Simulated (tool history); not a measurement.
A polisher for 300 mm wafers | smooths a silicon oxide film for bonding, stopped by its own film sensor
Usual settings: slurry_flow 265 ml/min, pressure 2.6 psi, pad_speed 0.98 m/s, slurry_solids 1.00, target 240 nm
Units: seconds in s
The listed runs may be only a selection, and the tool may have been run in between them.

run   hour  slurry_flow  pressure  pad_speed  slurry_solids  target  incoming thickness of the incoming film, nm  seconds
  1    0.0          265       2.6       0.98           1.00     240                                        300.3     69.6
  2   14.9          265       2.6       0.98           1.00     240                                        296.0     66.1
      25.6  -- slurry blender recalibrated
  3   29.3          265       2.6       0.98           1.00     240                                        302.7     64.7
  4   46.5          265       2.6       0.90           1.00     240                                        304.9     74.6
      92.1  -- head pressure recalibrated
      96.8  -- worn pad replaced by a new one
  5   97.3          265       2.6       0.90           1.00     240                                        300.3     72.5
  6  101.6          265       2.6       0.98           1.00     240                                        298.9     67.9
  7  118.0          265       2.6       0.98           1.00     240                                        299.1     68.9
  8  132.3          265       2.6       0.98           1.00     240                                        295.9     67.2
  9  140.3          265       2.6       0.98           1.00     240                                        299.1     71.9
 10  148.7          265       2.6       0.98           1.00     240                                        295.5     67.9
 11  158.0          265       2.6       0.98           1.00     240                                        303.7     77.1
 12  171.3          205       3.0       1.26           1.00     256                                        300.6     43.0
     184.8  -- slurry blender recalibrated
     203.0  -- slurry nozzle cleaned
 13  206.4          195       2.9       0.84           1.00     240                                        302.8     73.4
 14  218.6          265       2.4       0.98           1.00     240                                        300.4     81.4
     224.0  -- worn pad replaced by a new one
 15  228.6          220       2.9       0.98           1.10     251                                        299.7     46.0
 16  245.0          265       2.6       0.98           1.00     240                                        302.5     69.5
 17  251.7          305       2.6       0.98           1.25     240                                        305.1     64.6
 18  266.0          295       2.6       0.98           0.70     240                                        300.6     85.4
 19  278.3          265       2.6       0.78           0.75     240                                        303.0     94.8
 20  284.9          265       2.6       0.98           1.00     251                                        299.1     56.3
 21  292.2          265       2.6       0.98           1.00     240                                        297.4     67.5
 22  301.5          265       2.6       0.98           1.20     240                                        294.6     60.3

Here are 3 independent what-if runs from the current tool condition. What would each one return?
  A  301.9          265       2.6       0.98           1.00     240                                        296.9        ?
  B  301.9          230       2.6       1.24           1.20     240                                        296.9        ?
  C  301.9          305       2.6       0.98           1.00     220                                        296.9        ?

run  seconds
  A     67.7
  B     54.8
  C     90.5
With no hidden state in the tool, these same runs would have given:
run  seconds
  A     53.9
  B     44.3
  C     72.1
